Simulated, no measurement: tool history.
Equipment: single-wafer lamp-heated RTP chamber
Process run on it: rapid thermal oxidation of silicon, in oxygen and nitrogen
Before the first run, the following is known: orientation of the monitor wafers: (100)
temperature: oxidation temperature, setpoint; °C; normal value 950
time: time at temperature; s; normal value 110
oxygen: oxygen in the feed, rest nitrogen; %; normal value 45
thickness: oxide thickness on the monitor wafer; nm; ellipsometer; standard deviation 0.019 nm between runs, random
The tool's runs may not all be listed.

run	hour	temperature	time	oxygen	read-back reference wafer on the same gauge, thickness	thickness
1	0	950	110	45	4.61	4.416
2	8.6	950	110	45	4.61	4.373
3	20.7	950	110	45	4.606	4.426
# hour 25.7: gauge calibrated
4	36.5	950	110	45	4.612	4.424
5	48.2	950	110	45	4.61	4.431
6	95.9	950	110	45	4.611	4.454
# hour 112.5: pyrometer window cleaned and pyrometer calibrated
7	113	950	110	45	4.611	4.152
8	125.3	937	110	58	4.604	4.113
9	134.3	950	110	45	4.608	4.159
10	151.8	950	110	45	4.612	4.178
# hour 163.1: oxygen flow controller replaced
11	166.1	950	110	58	4.604	4.563
12	174.4	950	110	58	4.614	4.541
13	183.4	950	110	58	4.608	4.532
14	193.5	941	110	45	4.612	3.981
15	206.3	929	162	45	4.61	4.225
16	212.5	973	110	45	4.609	4.927
17	222.1	923	77	61	4.614	3.406
# hour 231.6: gauge calibrated
18	232.7	950	56	45	4.604	3.295
19	241.2	979	67	37	4.613	3.937
20	249.1	934	110	45	4.61	3.786
21	265.5	976	70	45	4.61	4.217
22	273.8	950	110	45	4.61	4.226

Expected results for the next run?
23	281.8	950	110	45	?	?

{"run 23": {"read-back reference wafer on the same gauge, thickness": 4.607, "thickness": 4.241}}
Had the tool carried no hidden state, the very same run would have given thickness 4.145 nm.
